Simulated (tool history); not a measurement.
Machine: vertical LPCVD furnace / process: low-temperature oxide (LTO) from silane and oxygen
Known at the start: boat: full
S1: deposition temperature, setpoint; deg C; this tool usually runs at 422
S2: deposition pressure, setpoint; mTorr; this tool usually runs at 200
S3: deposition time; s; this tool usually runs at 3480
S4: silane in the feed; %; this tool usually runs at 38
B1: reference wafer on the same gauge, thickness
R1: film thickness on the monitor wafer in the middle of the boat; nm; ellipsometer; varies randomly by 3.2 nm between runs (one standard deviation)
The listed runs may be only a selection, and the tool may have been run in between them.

| run | hour | S1 | S2 | S3 | S4 | B1 | R1 |
|---|---|---|---|---|---|---|---|
| 1 | 0 | 422 | 200 | 3060 | 32 | 657.49 | 408.13 |
| 2 | 66.8 | 422 | 200 | 3060 | 32 | 657.37 | 406.04 |
| 3 | 158.7 | 426 | 200 | 3480 | 38 | 656.84 | 601.1 |
| 4 | 228.8 | 426 | 200 | 3480 | 38 | 656.86 | 597.32 |
|  | 284.8 | gauge calibrated |
| 5 | 291.1 | 414 | 200 | 4230 | 38 | 656.48 | 637.94 |
| 6 | 342.7 | 414 | 200 | 4230 | 38 | 658.41 | 639.45 |
| 7 | 428.8 | 414 | 200 | 4230 | 38 | 656.39 | 632.17 |
| 8 | 507 | 416 | 200 | 4290 | 38 | 656.27 | 663.42 |
| 9 | 606.1 | 416 | 200 | 4290 | 38 | 657.35 | 656.89 |
|  | 648.4 | silane flow controller replaced |
| 10 | 676.9 | 422 | 200 | 3480 | 38 | 656.75 | 571.23 |
|  | 717.5 | pressure gauge zeroed |
| 11 | 737.7 | 422 | 200 | 3480 | 38 | 657.34 | 605.99 |
| 12 | 775.3 | 422 | 170 | 3480 | 38 | 656.72 | 512.9 |
| 13 | 838.3 | 416 | 200 | 4290 | 38 | 655.64 | 691.7 |
| 14 | 895.2 | 412 | 200 | 4800 | 32 | 657.2 | 598.63 |
| 15 | 963.8 | 422 | 200 | 3060 | 32 | 656.29 | 420.27 |
|  | 1064.6 | thermocouples replaced and temperature profile calibrated |
| 16 | 1065.1 | 422 | 200 | 3480 | 38 | 657.75 | 603.36 |
|  | 1111.5 | gauge calibrated |
| 17 | 1141.6 | 426 | 180 | 3480 | 38 | 657.9 | 565.33 |
| 18 | 1231.9 | 422 | 200 | 3480 | 34 | 658.15 | 519.15 |
| 19 | 1269.8 | 411 | 200 | 3480 | 38 | 657.37 | 534.18 |
| 20 | 1342 | 422 | 240 | 3480 | 38 | 656.32 | 721.53 |
| 21 | 1443.7 | 422 | 235 | 3480 | 38 | 657.21 | 705.43 |
| 22 | 1513.2 | 417 | 170 | 3480 | 38 | 657.49 | 483.39 |
| 23 | 1571.7 | 414 | 200 | 3480 | 42 | 657.35 | 616.95 |

Some steps in R1, run to run, broken into two amounts with sign: the step expected even without the hidden condition (settings, incoming material, random variation), and the rest, left for the hidden condition together with whatever gauge scatter is not in both the measured and the hidden-condition-free result:
The hidden state here: true tube temperature minus thermocouple reading, K; true pressure minus gauge reading, mTorr; deviation of the silane flow from its setpoint, %; gauge reads high (%).
Run 2 -> 3: S1 422 -> 426, S3 3060 -> 3480, S4 32 -> 38. R1 +195.06 nm: hidden state -10.15, all else +205.21.
Run 10 -> 11: pressure gauge zeroed. R1 +34.76 nm: hidden state +35.44, all else -0.68.
Run 21 -> 22: S1 422 -> 417, S2 235 -> 170. R1 -222.04 nm: hidden state -0.15, all else -221.89.
